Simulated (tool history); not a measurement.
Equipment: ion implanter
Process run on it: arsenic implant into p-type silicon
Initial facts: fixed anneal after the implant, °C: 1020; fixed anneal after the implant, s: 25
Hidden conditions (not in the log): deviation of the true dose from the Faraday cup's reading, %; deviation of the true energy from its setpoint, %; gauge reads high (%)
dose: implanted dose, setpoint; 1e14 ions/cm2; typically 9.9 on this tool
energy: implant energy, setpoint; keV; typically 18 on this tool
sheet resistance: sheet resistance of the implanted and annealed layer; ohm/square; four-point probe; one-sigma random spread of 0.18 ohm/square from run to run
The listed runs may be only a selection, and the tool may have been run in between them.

run	hour	dose	energy	wafers since the last listed run	hours since the last dose calibration	hours since the extraction supply was calibrated	hours since the gauge calibration	read-back reference wafer on the same gauge, sheet resistance	sheet resistance
1	0	9.9	18	0	862.4	3097	684.3	110.02	122.58
2	160	9.9	18	3055	1022.4	3257	844.3	110.02	122.87
# hour 178.8: gauge calibrated
3	294.1	9.9	18	2560	1156.5	3391.1	115.3	110.03	122.51
4	361.4	8.02	20	1285	1223.8	3458.4	182.6	110.01	137.99
5	390	10.86	14	546	1252.4	3487	211.2	109.99	119.96
6	455.1	8.91	14.5	1243	1317.5	3552.1	276.3	110.03	133.94
# hour 483.8: extraction supply calibrated
7	484.3	8.91	14.5	404	1346.7	0.5	305.5	110.06	134.16
8	507.4	8.91	14.5	441	1369.8	23.6	328.6	109.99	133.75
9	567.6	9.9	16	1149	1430	83.8	388.8	109.99	124.05
10	634.4	9.9	16	1275	1496.8	150.6	455.6	110	124.11
# hour 643.8: Faraday cup replaced and dose calibrated
11	696.8	9.9	16	1038	53	213	518	109.99	124.88
12	748.6	9.9	18	989	104.8	264.8	569.8	110.01	122.9
13	809.8	9.9	18	1168	166	326	631	110	123.32
14	866.4	9.9	18	1080	222.6	382.6	687.6	109.99	122.81
15	920.5	12.75	24	1032	276.7	436.7	741.7	110	101.48
16	944.8	11.43	20.5	463	301	461	766	110.02	110.61
17	997.8	8.82	21	1011	354	514	819	110.04	129.05
18	1045.6	9.9	18	912	401.8	561.8	866.8	110.01	122.74
# hour 1049.1: gauge calibrated
19	1085	8.59	15.5	752	441.2	601.2	35.9	109.96	136.79
20	1117.3	7.61	22.5	616	473.5	633.5	68.2	110	141.05
21	1151	7.41	22.5	643	507.2	667.2	101.9	109.97	144.3
22	1196.9	11.5	12	876	553.1	713.1	147.8	110	119.48
23	1231.8	11.37	16	666	588	748	182.7	109.99	115.44
24	1263.5	7.28	20.5	605	619.7	779.7	214.4	109.97	147.96
25	1313.5	11.24	22.5	954	669.7	829.7	264.4	110	109.66
26	1345.1	11.68	21.5	603	701.3	861.3	296	110.01	108.53

Same runs, no hidden state in the tool, same run-to-run variation:
run	sheet resistance
1	122.93
2	123.35
3	123.13
4	138.88
5	120.58
6	134.85
7	135.11
8	134.73
9	124.97
10	125.12
11	124.9
12	122.92
13	123.35
14	122.85
15	101.52
16	110.66
17	129.14
18	122.83
19	136.91
20	141.21
21	144.48
22	119.6
23	115.58
24	148.23
25	109.84
26	108.72
